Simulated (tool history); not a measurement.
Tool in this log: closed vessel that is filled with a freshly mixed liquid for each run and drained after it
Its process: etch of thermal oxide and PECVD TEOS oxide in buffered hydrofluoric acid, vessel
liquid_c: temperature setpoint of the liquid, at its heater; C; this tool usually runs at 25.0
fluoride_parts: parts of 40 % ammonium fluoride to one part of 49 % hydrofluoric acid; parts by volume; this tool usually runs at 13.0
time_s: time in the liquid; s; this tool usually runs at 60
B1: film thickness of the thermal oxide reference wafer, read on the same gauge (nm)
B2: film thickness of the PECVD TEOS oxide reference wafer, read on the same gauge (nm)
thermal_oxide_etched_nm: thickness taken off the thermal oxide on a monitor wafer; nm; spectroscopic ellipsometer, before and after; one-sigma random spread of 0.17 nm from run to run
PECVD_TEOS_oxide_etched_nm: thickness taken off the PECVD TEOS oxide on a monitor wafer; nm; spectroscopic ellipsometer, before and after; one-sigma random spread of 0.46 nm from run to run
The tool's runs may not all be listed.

{"run": 1, "day": 0.0, "liquid_c": 25.0, "fluoride_parts": 13.0, "time_s": 60, "B1": 30.03, "B2": 139.99, "thermal_oxide_etched_nm": 48.94, "PECVD_TEOS_oxide_etched_nm": 111.89}
{"run": 2, "day": 0.579, "liquid_c": 25.0, "fluoride_parts": 16.5, "time_s": 40, "B1": 30.06, "B2": 140.02, "thermal_oxide_etched_nm": 25.82, "PECVD_TEOS_oxide_etched_nm": 58.82}
{"day": 1.083, "done": "hydrofluoric acid flow meter replaced"}
{"run": 3, "day": 1.104, "liquid_c": 25.0, "fluoride_parts": 13.0, "time_s": 60, "B1": 30.04, "B2": 139.99, "thermal_oxide_etched_nm": 48.71, "PECVD_TEOS_oxide_etched_nm": 112.07}
{"run": 4, "day": 1.829, "liquid_c": 25.0, "fluoride_parts": 15.0, "time_s": 50, "B1": 30.04, "B2": 140.0, "thermal_oxide_etched_nm": 35.32, "PECVD_TEOS_oxide_etched_nm": 80.85}
{"run": 5, "day": 2.354, "liquid_c": 25.0, "fluoride_parts": 13.0, "time_s": 60, "B1": 29.98, "B2": 139.99, "thermal_oxide_etched_nm": 48.63, "PECVD_TEOS_oxide_etched_nm": 110.88}
{"day": 2.708, "done": "gauge calibrated"}
{"run": 6, "day": 2.808, "liquid_c": 25.0, "fluoride_parts": 11.5, "time_s": 50, "B1": 30.01, "B2": 139.99, "thermal_oxide_etched_nm": 45.54, "PECVD_TEOS_oxide_etched_nm": 104.37}
{"run": 7, "day": 3.171, "liquid_c": 23.5, "fluoride_parts": 16.0, "time_s": 60, "B1": 29.97, "B2": 140.01, "thermal_oxide_etched_nm": 36.5, "PECVD_TEOS_oxide_etched_nm": 83.19}
{"run": 8, "day": 3.579, "liquid_c": 23.0, "fluoride_parts": 9.5, "time_s": 85, "B1": 30.05, "B2": 139.99, "thermal_oxide_etched_nm": 81.93, "PECVD_TEOS_oxide_etched_nm": 188.32}
{"run": 9, "day": 5.433, "liquid_c": 25.0, "fluoride_parts": 13.0, "time_s": 60, "B1": 30.02, "B2": 140.01, "thermal_oxide_etched_nm": 48.28, "PECVD_TEOS_oxide_etched_nm": 111.66}
{"run": 10, "day": 5.746, "liquid_c": 25.0, "fluoride_parts": 16.5, "time_s": 40, "B1": 30.03, "B2": 139.97, "thermal_oxide_etched_nm": 25.54, "PECVD_TEOS_oxide_etched_nm": 58.55}
{"run": 11, "day": 6.871, "liquid_c": 27.0, "fluoride_parts": 10.0, "time_s": 60, "B1": 30.04, "B2": 139.99, "thermal_oxide_etched_nm": 69.53, "PECVD_TEOS_oxide_etched_nm": 159.79}
{"run": 12, "day": 7.138, "liquid_c": 20.5, "fluoride_parts": 10.5, "time_s": 30, "B1": 29.98, "B2": 140.0, "thermal_oxide_etched_nm": 23.13, "PECVD_TEOS_oxide_etched_nm": 53.17}
{"run": 13, "day": 7.742, "liquid_c": 27.0, "fluoride_parts": 10.0, "time_s": 30, "B1": 30.0, "B2": 139.98, "thermal_oxide_etched_nm": 34.7, "PECVD_TEOS_oxide_etched_nm": 79.46}
{"run": 14, "day": 8.188, "liquid_c": 25.0, "fluoride_parts": 13.0, "time_s": 60, "B1": 30.0, "B2": 139.95, "thermal_oxide_etched_nm": 48.02, "PECVD_TEOS_oxide_etched_nm": 110.7}
{"day": 8.254, "done": "thermometer replaced"}
{"run": 15, "day": 8.808, "liquid_c": 25.0, "fluoride_parts": 13.0, "time_s": 60, "B1": 29.99, "B2": 139.97, "thermal_oxide_etched_nm": 52.45, "PECVD_TEOS_oxide_etched_nm": 120.85}
{"run": 16, "day": 9.088, "liquid_c": 22.5, "fluoride_parts": 13.0, "time_s": 60, "B1": 30.0, "B2": 139.97, "thermal_oxide_etched_nm": 45.78, "PECVD_TEOS_oxide_etched_nm": 105.16}
{"run": 17, "day": 9.688, "liquid_c": 20.5, "fluoride_parts": 17.5, "time_s": 30, "B1": 30.02, "B2": 139.98, "thermal_oxide_etched_nm": 15.31, "PECVD_TEOS_oxide_etched_nm": 34.98}
{"run": 18, "day": 10.121, "liquid_c": 25.0, "fluoride_parts": 13.0, "time_s": 60, "B1": 30.01, "B2": 140.04, "thermal_oxide_etched_nm": 52.29, "PECVD_TEOS_oxide_etched_nm": 120.47}
{"run": 19, "day": 10.521, "liquid_c": 21.5, "fluoride_parts": 10.0, "time_s": 40, "B1": 29.98, "B2": 140.03, "thermal_oxide_etched_nm": 37.27, "PECVD_TEOS_oxide_etched_nm": 85.17}
{"run": 20, "day": 11.112, "liquid_c": 28.5, "fluoride_parts": 11.0, "time_s": 85, "B1": 30.02, "B2": 139.99, "thermal_oxide_etched_nm": 105.66, "PECVD_TEOS_oxide_etched_nm": 240.44}
{"run": 21, "day": 11.75, "liquid_c": 25.0, "fluoride_parts": 13.0, "time_s": 95, "B1": 30.0, "B2": 139.99, "thermal_oxide_etched_nm": 82.48, "PECVD_TEOS_oxide_etched_nm": 189.22}
{"run": 22, "day": 12.212, "liquid_c": 25.0, "fluoride_parts": 13.0, "time_s": 60, "B1": 29.99, "B2": 140.02, "thermal_oxide_etched_nm": 52.01, "PECVD_TEOS_oxide_etched_nm": 119.24}
{"run": 23, "day": 12.842, "liquid_c": 25.0, "fluoride_parts": 13.0, "time_s": 35, "B1": 29.95, "B2": 139.99, "thermal_oxide_etched_nm": 30.29, "PECVD_TEOS_oxide_etched_nm": 69.4}
{"run": 24, "day": 13.442, "liquid_c": 20.0, "fluoride_parts": 9.0, "time_s": 45, "B1": 29.99, "B2": 140.01, "thermal_oxide_etched_nm": 40.8, "PECVD_TEOS_oxide_etched_nm": 93.82}
{"run": 25, "day": 13.967, "liquid_c": 28.5, "fluoride_parts": 9.5, "time_s": 30, "B1": 30.0, "B2": 140.01, "thermal_oxide_etched_nm": 42.05, "PECVD_TEOS_oxide_etched_nm": 96.13}
{"run": 26, "day": 14.562, "liquid_c": 25.0, "fluoride_parts": 11.0, "time_s": 45, "B1": 29.99, "B2": 139.99, "thermal_oxide_etched_nm": 46.12, "PECVD_TEOS_oxide_etched_nm": 106.07}

Here are 4 independent what-if runs from the current tool condition. What would each one return?
{"run": "A", "day": 14.592, "liquid_c": 25.0, "fluoride_parts": 13.0, "time_s": 60, "B1": "?", "B2": "?", "thermal_oxide_etched_nm": "?", "PECVD_TEOS_oxide_etched_nm": "?"}
{"run": "B", "day": 14.592, "liquid_c": 20.0, "fluoride_parts": 17.0, "time_s": 50, "B1": "?", "B2": "?", "thermal_oxide_etched_nm": "?", "PECVD_TEOS_oxide_etched_nm": "?"}
{"run": "C", "day": 14.592, "liquid_c": 25.0, "fluoride_parts": 10.5, "time_s": 85, "B1": "?", "B2": "?", "thermal_oxide_etched_nm": "?", "PECVD_TEOS_oxide_etched_nm": "?"}
{"run": "D", "day": 14.592, "liquid_c": 30.0, "fluoride_parts": 13.0, "time_s": 60, "B1": "?", "B2": "?", "thermal_oxide_etched_nm": "?", "PECVD_TEOS_oxide_etched_nm": "?"}

run=A B1=30.01 B2=139.99 thermal_oxide_etched_nm=52.07 PECVD_TEOS_oxide_etched_nm=119.64
run=B B1=30.01 B2=139.99 thermal_oxide_etched_nm=25.29 PECVD_TEOS_oxide_etched_nm=58.12
run=C B1=30.01 B2=139.99 thermal_oxide_etched_nm=90.87 PECVD_TEOS_oxide_etched_nm=208.80
run=D B1=30.01 B2=139.99 thermal_oxide_etched_nm=68.01 PECVD_TEOS_oxide_etched_nm=156.28
With no hidden state in the tool, these same runs would have given:
run=A thermal_oxide_etched_nm=52.55 PECVD_TEOS_oxide_etched_nm=120.75
run=B thermal_oxide_etched_nm=25.53 PECVD_TEOS_oxide_etched_nm=58.67
run=C thermal_oxide_etched_nm=91.71 PECVD_TEOS_oxide_etched_nm=210.73
run=D thermal_oxide_etched_nm=68.62 PECVD_TEOS_oxide_etched_nm=157.68

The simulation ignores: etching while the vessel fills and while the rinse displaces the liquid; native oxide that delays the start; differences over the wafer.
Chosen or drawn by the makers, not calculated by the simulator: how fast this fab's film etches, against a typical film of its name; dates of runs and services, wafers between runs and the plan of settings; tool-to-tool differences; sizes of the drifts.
